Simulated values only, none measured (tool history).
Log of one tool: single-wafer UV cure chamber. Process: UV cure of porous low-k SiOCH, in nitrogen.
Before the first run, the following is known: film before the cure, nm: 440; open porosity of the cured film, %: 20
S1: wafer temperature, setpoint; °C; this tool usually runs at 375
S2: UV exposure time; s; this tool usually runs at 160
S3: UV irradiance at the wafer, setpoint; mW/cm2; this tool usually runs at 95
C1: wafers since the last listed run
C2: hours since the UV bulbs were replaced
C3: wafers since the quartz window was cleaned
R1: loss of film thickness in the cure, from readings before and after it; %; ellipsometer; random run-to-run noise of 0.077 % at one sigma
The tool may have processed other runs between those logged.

run,day,S1,S2,S3,C1,C2,C3,R1
1,0.000,375,160,95,0,1002.7,1559,7.182
2,3.454,375,160,95,318,1085.6,1877,7.047
3,4.204,375,160,95,69,1103.6,1946,7.065
4,4.812,375,160,95,56,1118.2,2002,7.178
5,5.992,375,160,95,108,1146.5,2111,6.952
6,6.979,375,160,107,90,1170.2,2202,7.357
# day 7.825: quartz window cleaned
7,9.588,375,160,107,209,1232.8,162,7.301
8,11.067,363,225,133,136,1268.3,298,9.311
9,12.021,375,190,95,87,1291.2,386,7.425
# day 13.246: UV bulbs replaced
10,13.267,359,250,72,84,0.5,470,8.880
11,14.300,375,245,106,95,25.3,565,10.697
12,15.017,384,70,127,65,42.5,631,6.460
13,15.546,375,160,95,48,55.2,680,8.294
14,16.658,375,160,67,102,81.9,782,6.999

What if the next run were any one of these 3? Each begins from the tool's condition after run 14:
A,16.679,375,160,95,1,82.4,784,?
B,16.679,375,245,95,1,82.4,784,?
C,16.679,375,160,130,1,82.4,784,?

run,R1
A,8.328
B,10.089
C,9.616
Take away the tool's hidden state, keep each run's random variation, and the runs would have read:
run,R1
A,8.583
B,10.357
C,9.881
